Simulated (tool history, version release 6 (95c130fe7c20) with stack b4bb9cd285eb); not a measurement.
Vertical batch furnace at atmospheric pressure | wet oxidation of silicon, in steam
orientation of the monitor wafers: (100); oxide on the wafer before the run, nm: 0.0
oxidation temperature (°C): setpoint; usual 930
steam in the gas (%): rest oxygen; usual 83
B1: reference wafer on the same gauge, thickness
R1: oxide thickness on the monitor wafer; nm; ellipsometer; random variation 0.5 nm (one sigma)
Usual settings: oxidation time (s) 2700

Run 1, hour 0: usual settings but steam in the gas (%) 80; B1 129.93. Result: R1 133.4 nm.
Run 2, hour 30.2: usual settings but steam in the gas (%) 80; B1 130.04. Result: R1 133.12 nm.
Run 3, hour 46: usual settings but oxidation temperature (°C) 918; B1 130. Result: R1 119.33 nm.
Run 4, hour 77.8: usual settings but oxidation temperature (°C) 918; B1 129.87. Result: R1 118.87 nm.
Run 5, hour 107: usual settings but oxidation temperature (°C) 918; B1 129.86. Result: R1 118.94 nm.
Run 6, hour 128.9: usual settings; B1 129.93. Result: R1 136.81 nm.
Run 7, hour 153.4: usual settings; B1 130.03. Result: R1 136.37 nm.
Run 8, hour 183.1: usual settings; B1 129.86. Result: R1 136.31 nm.
At hour 226.9: gauge calibrated.
At hour 233: thermocouples replaced and temperature profile calibrated.
Run 9, hour 233.5: usual settings but oxidation time (s) 3090; B1 130.05. Result: R1 153.58 nm.
Run 10, hour 237.6: usual settings but oxidation time (s) 3090; B1 129.97. Result: R1 153.32 nm.
Run 11, hour 271.6: usual settings but steam in the gas (%) 90; B1 130.08. Result: R1 146.21 nm.
Run 12, hour 288.9: usual settings but steam in the gas (%) 90; B1 129.94. Result: R1 146.42 nm.
Run 13, hour 309.5: usual settings; B1 130.09. Result: R1 135.8 nm.
Run 14, hour 334.1: usual settings but oxidation temperature (°C) 955, oxidation time (s) 3150; B1 129.91. Result: R1 203.59 nm.
Run 15, hour 352.3: usual settings but oxidation temperature (°C) 937, oxidation time (s) 2280, steam in the gas (%) 78; B1 130.06. Result: R1 120.02 nm.
Run 16, hour 366.1: usual settings but oxidation time (s) 2310, steam in the gas (%) 72; B1 129.98. Result: R1 104.09 nm.
Run 17, hour 387.2: usual settings but oxidation temperature (°C) 945, oxidation time (s) 3330, steam in the gas (%) 92; B1 130.04. Result: R1 206.93 nm.
Run 18, hour 411.1: usual settings but steam in the gas (%) 90; B1 130.09. Result: R1 145.08 nm.
Run 19, hour 431.6: usual settings but oxidation temperature (°C) 920; B1 130.05. Result: R1 120.24 nm.
At hour 468.6: steam generator serviced.
Run 20, hour 469.1: usual settings but oxidation temperature (°C) 907, steam in the gas (%) 76; B1 129.77. Result: R1 103.24 nm.
Run 21, hour 473.9: usual settings; B1 129.93. Result: R1 147.52 nm.
Run 22, hour 490.7: usual settings; B1 130.16. Result: R1 147.78 nm.
Run 23, hour 512.8: usual settings but oxidation temperature (°C) 917, oxidation time (s) 3210, steam in the gas (%) 79; B1 129.88. Result: R1 141.94 nm.
Run 24, hour 541.6: usual settings but oxidation temperature (°C) 952, oxidation time (s) 2160, steam in the gas (%) 80; B1 130.1. Result: R1 150.53 nm.
Run 25, hour 567.8: usual settings but oxidation temperature (°C) 950; B1 129.94. Result: R1 184.14 nm.
Run 26, hour 594.7: usual settings but oxidation temperature (°C) 921, oxidation time (s) 3240, steam in the gas (%) 92; B1 129.93. Result: R1 171.88 nm.
Run 27, hour 615.8: usual settings but steam in the gas (%) 80; B1 130.05. Result: R1 143.16 nm.
Run 28, hour 691.1: usual settings; B1 130.13. Result: R1 147.95 nm.
Run 29, hour 720.5: usual settings but oxidation temperature (°C) 923, oxidation time (s) 1650, steam in the gas (%) 93; B1 130.06. Result: R1 97.01 nm.
Run 30, hour 736: usual settings but oxidation temperature (°C) 918; B1 129.95. Result: R1 128.95 nm.
Run 31, hour 763.3: usual settings but oxidation temperature (°C) 937, oxidation time (s) 3810; B1 129.91. Result: R1 212.88 nm.
Run 32, hour 792.9: usual settings but steam in the gas (%) 80; B1 129.87. Result: R1 143 nm.
Run 33, hour 811.9: usual settings; B1 129.91. Result: R1 147.11 nm.
Run 34, hour 827.1: usual settings but steam in the gas (%) 89; B1 129.96. Result: R1 156.35 nm.
Run 35, hour 853.8: usual settings; B1 129.93. Result: R1 146.8 nm.
Run 36, hour 874.2: usual settings but oxidation temperature (°C) 945, oxidation time (s) 1530, steam in the gas (%) 79; B1 130.04. Result: R1 101.37 nm.
Run 37, hour 955.5: usual settings but oxidation time (s) 1950, steam in the gas (%) 73; B1 130.08. Result: R1 98.35 nm.

5 ways to go on from here, each from the tool as it stands after run 37. What would each give?
Run A, hour 959.6: usual settings but oxidation time (s) 3510; B1 ?. Result: R1 ?.
Run B, hour 959.6: usual settings but oxidation temperature (°C) 941, oxidation time (s) 3300; B1 ?. Result: R1 ?.
Run C, hour 959.6: usual settings but oxidation time (s) 1590, steam in the gas (%) 74; B1 ?. Result: R1 ?.
Run D, hour 959.6: usual settings but steam in the gas (%) 94; B1 ?. Result: R1 ?.
Run E, hour 959.6: usual settings but oxidation temperature (°C) 949, oxidation time (s) 1620, steam in the gas (%) 78; B1 ?. Result: R1 ?.

run      B1      R1
  A  130.03  184.78
  B  130.03  197.06
  C  130.03   82.69
  D  130.03  164.21
  E  130.03  110.86
Without the tool's hidden state the same runs would have given:
run      R1
  A  185.51
  B  197.82
  C   83.04
  D  164.86
  E  111.31
